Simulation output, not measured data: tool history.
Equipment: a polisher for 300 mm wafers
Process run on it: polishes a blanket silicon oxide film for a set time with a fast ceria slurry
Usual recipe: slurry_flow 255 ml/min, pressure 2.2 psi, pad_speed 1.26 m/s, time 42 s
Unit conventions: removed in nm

run	hour	slurry_flow	pressure	pad_speed	time	incoming thickness of the incoming film, nm	removed
1	0	255	2.4	1.26	42	2180.4	642.1
2	33.1	255	2.2	1.26	42	2165.2	591.9
# hour 41.8: head pressure recalibrated
3	51.9	255	2.2	1.26	42	2179.9	540
4	70.9	255	2.2	1.26	42	2185.1	547.5
5	91.9	305	2.2	1.26	42	2158.5	564.7
6	122.1	305	2.2	1.26	42	2232.4	573.2
7	169.9	305	2.2	1.26	42	2186.8	582.7
8	184.4	255	2.4	1.08	42	2190.5	530.9
# hour 206.9: worn pad replaced by a new one
9	217	255	2.4	1.08	42	2189.3	539.8
10	246.2	255	2.4	1.08	42	2233.1	537.5
11	259.4	255	2.2	1.26	47	2224	646.2
12	288	255	2.2	1.26	47	2175.1	656.4
13	311.4	255	2.8	1.26	42	2178.5	712.7
14	328	255	2.8	1.26	42	2175.8	721.5
15	347.2	255	2.2	1.26	42	2188	581.6
16	362.3	255	2.2	1.26	42	2193.1	587.3
17	394.1	340	2.2	1.26	53	2161.3	764.9
# hour 404.2: worn pad replaced by a new one
18	427.6	280	2.2	1.26	36	2152.5	511.6
19	461.9	255	2.2	1.26	42	2232.2	591.1
20	474.8	220	2.2	0.94	34	2218.1	357.9
21	493.8	255	2.2	1.26	42	2167.3	593
22	518.1	300	3	1.46	42	2222.3	913
# hour 532: head pressure recalibrated
23	553.5	255	2.4	0.86	42	2165.6	415

Forecast run 24:
24	585.2	300	1.5	1.26	42	2157.3	?

{"run 24": {"removed": 414.6}}
Had the tool carried no hidden state, the very same run would have given removed 398.4 nm.
